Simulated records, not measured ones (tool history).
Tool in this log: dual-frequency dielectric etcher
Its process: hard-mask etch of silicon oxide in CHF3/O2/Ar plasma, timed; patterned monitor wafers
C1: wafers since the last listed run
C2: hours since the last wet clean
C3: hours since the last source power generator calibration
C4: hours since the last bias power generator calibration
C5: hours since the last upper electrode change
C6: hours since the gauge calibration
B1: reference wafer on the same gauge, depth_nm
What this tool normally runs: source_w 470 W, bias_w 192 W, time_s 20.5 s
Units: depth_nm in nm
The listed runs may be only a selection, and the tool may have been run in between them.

run 1 hour=0 | source_w=470 bias_w=192 time_s=20.5 | C1=0 C2=379 C3=3512.6 C4=1596.3 C5=3190.4 C6=594.3 | B1=40.33 | depth_nm=39.46
run 2 hour=102.1 | source_w=470 bias_w=192 time_s=20.5 | C1=1724 C2=481.1 C3=3614.7 C4=1698.4 C5=3292.5 C6=696.4 | B1=40.27 | depth_nm=39.49
-- hour=152.7 wet clean of the chamber
run 3 hour=192.4 | source_w=470 bias_w=192 time_s=20.5 | C1=1120 C2=39.7 C3=3705 C4=1788.7 C5=3382.8 C6=786.7 | B1=40.24 | depth_nm=37.73
run 4 hour=249.5 | source_w=470 bias_w=192 time_s=20.5 | C1=964 C2=96.8 C3=3762.1 C4=1845.8 C5=3439.9 C6=843.8 | B1=40.34 | depth_nm=38.31
run 5 hour=478.9 | source_w=470 bias_w=192 time_s=20.5 | C1=3875 C2=326.2 C3=3991.5 C4=2075.2 C5=3669.3 C6=1073.2 | B1=40.33 | depth_nm=38.89
run 6 hour=545.3 | source_w=550 bias_w=192 time_s=17.5 | C1=1121 C2=392.6 C3=4057.9 C4=2141.6 C5=3735.7 C6=1139.6 | B1=40.2 | depth_nm=35.16
run 7 hour=606 | source_w=420 bias_w=192 time_s=20.5 | C1=1025 C2=453.3 C3=4118.6 C4=2202.3 C5=3796.4 C6=1200.3 | B1=40.27 | depth_nm=38.35
-- hour=699.6 bias power generator calibrated
-- hour=699.6 gauge calibrated
-- hour=727.4 wet clean of the chamber
run 8 hour=727.9 | source_w=420 bias_w=192 time_s=20.5 | C1=1586 C2=0.5 C3=4240.5 C4=28.3 C5=3918.3 C6=28.3 | B1=40.3 | depth_nm=36.86
run 9 hour=766.8 | source_w=420 bias_w=192 time_s=20.5 | C1=657 C2=39.4 C3=4279.4 C4=67.2 C5=3957.2 C6=67.2 | B1=40.33 | depth_nm=36.8
run 10 hour=866.1 | source_w=470 bias_w=192 time_s=20.5 | C1=1677 C2=138.7 C3=4378.7 C4=166.5 C5=4056.5 C6=166.5 | B1=40.3 | depth_nm=38.66
run 11 hour=926.2 | source_w=470 bias_w=192 time_s=20.5 | C1=1015 C2=198.8 C3=4438.8 C4=226.6 C5=4116.6 C6=226.6 | B1=40.27 | depth_nm=38.71
run 12 hour=966.3 | source_w=470 bias_w=192 time_s=20.5 | C1=677 C2=238.9 C3=4478.9 C4=266.7 C5=4156.7 C6=266.7 | B1=40.38 | depth_nm=38.85
-- hour=1011.3 upper electrode replaced
run 13 hour=1022.1 | source_w=520 bias_w=171 time_s=20.5 | C1=537 C2=294.7 C3=4534.7 C4=322.5 C5=10.8 C6=322.5 | B1=40.33 | depth_nm=38.93
run 14 hour=1091.4 | source_w=520 bias_w=171 time_s=20.5 | C1=1170 C2=364 C3=4604 C4=391.8 C5=80.1 C6=391.8 | B1=40.29 | depth_nm=38.54
run 15 hour=1177.3 | source_w=550 bias_w=192 time_s=17.5 | C1=1451 C2=449.9 C3=4689.9 C4=477.7 C5=166 C6=477.7 | B1=40.33 | depth_nm=34.89
-- hour=1211.9 wet clean of the chamber
run 16 hour=1280.3 | source_w=370 bias_w=146 time_s=18.5 | C1=1334 C2=68.4 C3=4792.9 C4=580.7 C5=269 C6=580.7 | B1=40.32 | depth_nm=29.77
-- hour=1355.4 source power generator calibrated
run 17 hour=1365 | source_w=470 bias_w=192 time_s=22.5 | C1=1363 C2=153.1 C3=9.6 C4=665.4 C5=353.7 C6=665.4 | B1=40.21 | depth_nm=42.54
run 18 hour=1420 | source_w=430 bias_w=164 time_s=19 | C1=929 C2=208.1 C3=64.6 C4=720.4 C5=408.7 C6=720.4 | B1=40.19 | depth_nm=33.62
run 19 hour=1474.5 | source_w=430 bias_w=192 time_s=25 | C1=920 C2=262.6 C3=119.1 C4=774.9 C5=463.2 C6=774.9 | B1=40.32 | depth_nm=46.68
run 20 hour=1581.3 | source_w=470 bias_w=192 time_s=14.5 | C1=1804 C2=369.4 C3=225.9 C4=881.7 C5=570 C6=881.7 | B1=40.36 | depth_nm=28.07
run 21 hour=1676.3 | source_w=470 bias_w=218 time_s=16.5 | C1=1604 C2=464.4 C3=320.9 C4=976.7 C5=665 C6=976.7 | B1=40.31 | depth_nm=33.07
-- hour=1749.2 wet clean of the chamber
run 22 hour=1788.4 | source_w=470 bias_w=173 time_s=15.5 | C1=1488 C2=39.2 C3=433 C4=1088.8 C5=777.1 C6=1088.8 | B1=40.35 | depth_nm=27.93
run 23 hour=1843.4 | source_w=470 bias_w=192 time_s=20.5 | C1=929 C2=94.2 C3=488 C4=1143.8 C5=832.1 C6=1143.8 | B1=40.26 | depth_nm=38.36
run 24 hour=1916.5 | source_w=470 bias_w=192 time_s=20.5 | C1=1234 C2=167.3 C3=561.1 C4=1216.9 C5=905.2 C6=1216.9 | B1=40.26 | depth_nm=38.15
run 25 hour=1987.7 | source_w=380 bias_w=178 time_s=24.5 | C1=1202 C2=238.5 C3=632.3 C4=1288.1 C5=976.4 C6=1288.1 | B1=40.27 | depth_nm=42.55
-- hour=2026.4 gauge calibrated
run 26 hour=2094.7 | source_w=470 bias_w=192 time_s=16.5 | C1=1807 C2=345.5 C3=739.3 C4=1395.1 C5=1083.4 C6=68.3 | B1=40.31 | depth_nm=31.6
run 27 hour=2173.8 | source_w=470 bias_w=192 time_s=17.5 | C1=1336 C2=424.6 C3=818.4 C4=1474.2 C5=1162.5 C6=147.4 | B1=40.27 | depth_nm=33.62
-- hour=2207.3 wet clean of the chamber
run 28 hour=2247.8 | source_w=470 bias_w=233 time_s=20.5 | C1=844 C2=40.5 C3=892.4 C4=1548.2 C5=1236.5 C6=221.4 | B1=40.27 | depth_nm=40.69
run 29 hour=2353.5 | source_w=550 bias_w=192 time_s=20.5 | C1=1785 C2=146.2 C3=998.1 C4=1653.9 C5=1342.2 C6=327.1 | B1=40.29 | depth_nm=40.5
run 30 hour=2422.8 | source_w=570 bias_w=208 time_s=25.5 | C1=1170 C2=215.5 C3=1067.4 C4=1723.2 C5=1411.5 C6=396.4 | B1=40.24 | depth_nm=52.6

The logged runs with the hidden state left out (each run's random variation unchanged):
The tool's hidden condition here consists of: etch rate over this chamber's usual, %; source power that arrives over what is set, %; bias power that arrives over what is set, %; gauge reads high (%).
run=1 depth_nm=38.26
run=2 depth_nm=37.98
run=3 depth_nm=37.86
run=4 depth_nm=38.25
run=5 depth_nm=38.1
run=6 depth_nm=34.26
run=7 depth_nm=37.18
run=8 depth_nm=36.98
run=9 depth_nm=36.8
run=10 depth_nm=38.34
run=11 depth_nm=38.2
run=12 depth_nm=38.21
run=13 depth_nm=38.11
run=14 depth_nm=37.52
run=15 depth_nm=33.73
run=16 depth_nm=29.49
run=17 depth_nm=41.86
run=18 depth_nm=32.93
run=19 depth_nm=45.52
run=20 depth_nm=27.14
run=21 depth_nm=31.73
run=22 depth_nm=27.87
run=23 depth_nm=38.1
run=24 depth_nm=37.67
run=25 depth_nm=41.77
run=26 depth_nm=30.75
run=27 depth_nm=32.5
run=28 depth_nm=40.54
run=29 depth_nm=40
run=30 depth_nm=51.65
